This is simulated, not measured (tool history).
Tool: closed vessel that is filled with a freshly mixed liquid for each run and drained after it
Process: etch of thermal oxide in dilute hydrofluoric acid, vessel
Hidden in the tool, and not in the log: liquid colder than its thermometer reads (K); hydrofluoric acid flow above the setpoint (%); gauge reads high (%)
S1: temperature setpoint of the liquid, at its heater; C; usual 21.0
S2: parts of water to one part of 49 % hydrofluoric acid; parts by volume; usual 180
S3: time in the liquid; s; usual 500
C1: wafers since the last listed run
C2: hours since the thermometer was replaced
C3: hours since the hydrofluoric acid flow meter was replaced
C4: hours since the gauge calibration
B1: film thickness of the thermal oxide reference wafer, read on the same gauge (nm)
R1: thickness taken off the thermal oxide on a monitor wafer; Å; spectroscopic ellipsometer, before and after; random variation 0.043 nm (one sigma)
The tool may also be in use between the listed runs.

run 1 hour=0.0 | S1=21.0 S2=180 S3=500 | C1=0 C2=1784.5 C3=942.1 C4=316.6 | B1=150.01 | R1=95.2
run 2 hour=71.9 | S1=21.0 S2=180 S3=500 | C1=6461 C2=1856.4 C3=1014.0 C4=388.5 | B1=150.01 | R1=94.2
run 3 hour=143.8 | S1=19.0 S2=200 S3=500 | C1=6461 C2=1928.3 C3=1085.9 C4=460.4 | B1=150.02 | R1=77.7
run 4 hour=186.5 | S1=19.0 S2=200 S3=500 | C1=3837 C2=1971.0 C3=1128.6 C4=503.1 | B1=150.00 | R1=76.9
run 5 hour=229.8 | S1=19.0 S2=200 S3=500 | C1=3891 C2=2014.3 C3=1171.9 C4=546.4 | B1=150.02 | R1=76.5
run 6 hour=267.5 | S1=21.0 S2=240 S3=420 | C1=3388 C2=2052.0 C3=1209.6 C4=584.1 | B1=149.98 | R1=55.9
run 7 hour=317.6 | S1=21.0 S2=180 S3=350 | C1=4502 C2=2102.1 C3=1259.7 C4=634.2 | B1=150.02 | R1=65.9
-- hour=323.1 thermometer replaced
run 8 hour=375.3 | S1=21.0 S2=180 S3=350 | C1=5095 C2=52.2 C3=1317.4 C4=691.9 | B1=150.01 | R1=70.6
run 9 hour=441.4 | S1=21.0 S2=180 S3=350 | C1=5940 C2=118.3 C3=1383.5 C4=758.0 | B1=150.01 | R1=70.7
-- hour=499.6 hydrofluoric acid flow meter replaced
run 10 hour=503.6 | S1=19.0 S2=200 S3=500 | C1=5499 C2=180.5 C3=4.0 C4=820.2 | B1=150.00 | R1=82.2
run 11 hour=537.2 | S1=21.0 S2=180 S3=500 | C1=3019 C2=214.1 C3=37.6 C4=853.8 | B1=149.98 | R1=100.4
run 12 hour=567.3 | S1=17.5 S2=265 S3=330 | C1=2705 C2=244.2 C3=67.7 C4=883.9 | B1=150.00 | R1=36.2
run 13 hour=620.0 | S1=22.5 S2=180 S3=500 | C1=4736 C2=296.9 C3=120.4 C4=936.6 | B1=150.00 | R1=106.3
-- hour=640.4 gauge calibrated
run 14 hour=655.3 | S1=21.0 S2=180 S3=500 | C1=3172 C2=332.2 C3=155.7 C4=14.9 | B1=150.00 | R1=100.1
run 15 hour=713.7 | S1=19.0 S2=260 S3=355 | C1=5248 C2=390.6 C3=214.1 C4=73.3 | B1=149.99 | R1=42.1
run 16 hour=759.5 | S1=21.0 S2=180 S3=500 | C1=4115 C2=436.4 C3=259.9 C4=119.1 | B1=149.99 | R1=99.9
run 17 hour=809.9 | S1=23.0 S2=120 S3=500 | C1=4529 C2=486.8 C3=310.3 C4=169.5 | B1=150.00 | R1=170.9
run 18 hour=850.2 | S1=22.5 S2=215 S3=635 | C1=3621 C2=527.1 C3=350.6 C4=209.8 | B1=150.00 | R1=107.4
run 19 hour=909.4 | S1=18.5 S2=120 S3=500 | C1=5320 C2=586.3 C3=409.8 C4=269.0 | B1=149.98 | R1=142.5

Forecast each of these 4 alternatives for the next run:
run A hour=910.2 | S1=21.0 S2=180 S3=795 | C1=71 C2=587.1 C3=410.6 C4=269.8 | B1=? | R1=?
run B hour=910.2 | S1=21.0 S2=220 S3=245 | C1=71 C2=587.1 C3=410.6 C4=269.8 | B1=? | R1=?
run C hour=910.2 | S1=18.0 S2=120 S3=765 | C1=71 C2=587.1 C3=410.6 C4=269.8 | B1=? | R1=?
run D hour=910.2 | S1=25.0 S2=215 S3=340 | C1=71 C2=587.1 C3=410.6 C4=269.8 | B1=? | R1=?

run=A B1=149.99 R1=157.9
run=B B1=149.99 R1=38.3
run=C B1=149.99 R1=214.5
run=D B1=149.99 R1=63.5
Without the tool's hidden state the same runs would have given:
run=A R1=164.4
run=B R1=39.8
run=C R1=223.9
run=D R1=65.9
